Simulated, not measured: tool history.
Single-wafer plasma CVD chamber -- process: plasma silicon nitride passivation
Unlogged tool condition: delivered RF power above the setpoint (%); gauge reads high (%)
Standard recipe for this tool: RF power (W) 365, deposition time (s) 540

run,hour,RF power (W),deposition time (s),wafers since the last listed run,hours since the last RF generator calibration,hours since the showerhead was replaced,hours since the gauge calibration,"read-back reference wafer on the same gauge, thickness_nm",mean film thickness on the monitor wafer (nm)
1,0.0,365,540,0,748.7,1663.3,861.1,664.320,730.832
2,13.1,365,540,66,761.8,1676.4,874.2,663.217,723.349
3,32.8,365,568,100,781.5,1696.1,893.9,664.477,768.628
4,67.6,365,568,177,816.3,1730.9,928.7,664.039,766.329
5,80.3,365,568,64,829.0,1743.6,941.4,664.655,762.618
6,106.6,400,540,134,855.3,1769.9,967.7,663.695,741.444
7,126.2,400,540,100,874.9,1789.5,987.3,664.804,740.543
8,143.6,400,540,88,892.3,1806.9,1004.7,663.597,750.299
9,208.5,390,456,331,957.2,1871.8,1069.6,663.638,628.373
10,232.7,365,540,123,981.4,1896.0,1093.8,664.591,723.392
11,248.3,365,540,79,997.0,1911.6,1109.4,663.238,726.622
12,260.6,405,540,62,1009.3,1923.9,1121.7,663.940,748.063
13,286.2,405,540,130,1034.9,1949.5,1147.3,663.386,744.999
14,316.4,405,540,154,1065.1,1979.7,1177.5,664.326,744.970
15,338.2,365,540,111,1086.9,2001.5,1199.3,663.107,724.195
16,358.1,365,540,101,1106.8,2021.4,1219.2,663.718,723.063
17,375.6,365,540,89,1124.3,2038.9,1236.7,663.517,720.538
18,408.4,365,540,167,1157.1,2071.7,1269.5,664.372,721.566
19,433.8,365,540,129,1182.5,2097.1,1294.9,663.529,724.436
20,461.9,335,540,143,1210.6,2125.2,1323.0,665.293,700.395
21,491.4,335,540,150,1240.1,2154.7,1352.5,662.604,704.057
22,508.7,365,540,88,1257.4,2172.0,1369.8,663.009,718.543
# hour 528.1: gauge calibrated
23,572.4,335,540,325,1321.1,2235.7,44.3,665.385,702.549
24,598.5,365,540,133,1347.2,2261.8,70.4,664.776,719.201
25,615.7,390,456,87,1364.4,2279.0,87.6,664.676,616.753
# hour 690.6: RF generator calibrated
26,702.7,335,611,403,12.1,2366.0,174.6,664.288,815.593
# hour 729.1: showerhead replaced, of another model than before
27,729.6,365,540,96,39.0,0.5,201.5,664.063,735.663
28,742.2,385,540,64,51.6,13.1,214.1,663.765,749.211
29,769.8,365,540,140,79.2,40.7,241.7,664.696,733.402
30,805.2,315,540,180,114.6,76.1,277.1,663.023,686.792
31,830.7,405,468,130,140.1,101.6,302.6,663.639,669.130
32,845.2,400,638,74,154.6,116.1,317.1,664.013,901.096
33,857.5,315,454,62,166.9,128.4,329.4,663.642,574.033
34,880.2,365,609,115,189.6,151.1,352.1,664.369,823.741
35,906.7,365,571,135,216.1,177.6,378.6,664.484,776.398
36,939.6,320,503,168,249.0,210.5,411.5,663.188,644.408
37,966.8,365,441,138,276.2,237.7,438.7,664.539,600.627
38,999.8,435,578,168,309.2,270.7,471.7,662.233,843.472
39,1024.4,305,636,125,333.8,295.3,496.3,664.569,789.626
40,1053.2,365,540,147,362.6,324.1,525.1,662.881,733.255
41,1067.5,320,540,73,376.9,338.4,539.4,664.151,691.819
42,1080.0,435,540,63,389.4,350.9,551.9,662.841,794.367
43,1143.7,365,567,325,453.1,414.6,615.6,662.233,772.086
44,1171.2,365,460,140,480.6,442.1,643.1,663.853,625.494
45,1190.2,365,599,97,499.6,461.1,662.1,663.865,805.173

Consider 3 possible next runs. They are alternatives, not a sequence: every one starts from the tool as it was left by run 45. What does each give?
A,1190.8,365,540,3,500.2,461.7,662.7,?,?
B,1190.8,425,440,3,500.2,461.7,662.7,?,?
C,1190.8,305,603,3,500.2,461.7,662.7,?,?

run,"read-back reference wafer on the same gauge, thickness_nm",mean film thickness on the monitor wafer (nm)
A,663.931,730.435
B,663.931,636.469
C,663.931,748.027
What these runs would have given with no unlogged condition in the tool:
run,mean film thickness on the monitor wafer (nm)
A,734.245
B,639.789
C,751.929

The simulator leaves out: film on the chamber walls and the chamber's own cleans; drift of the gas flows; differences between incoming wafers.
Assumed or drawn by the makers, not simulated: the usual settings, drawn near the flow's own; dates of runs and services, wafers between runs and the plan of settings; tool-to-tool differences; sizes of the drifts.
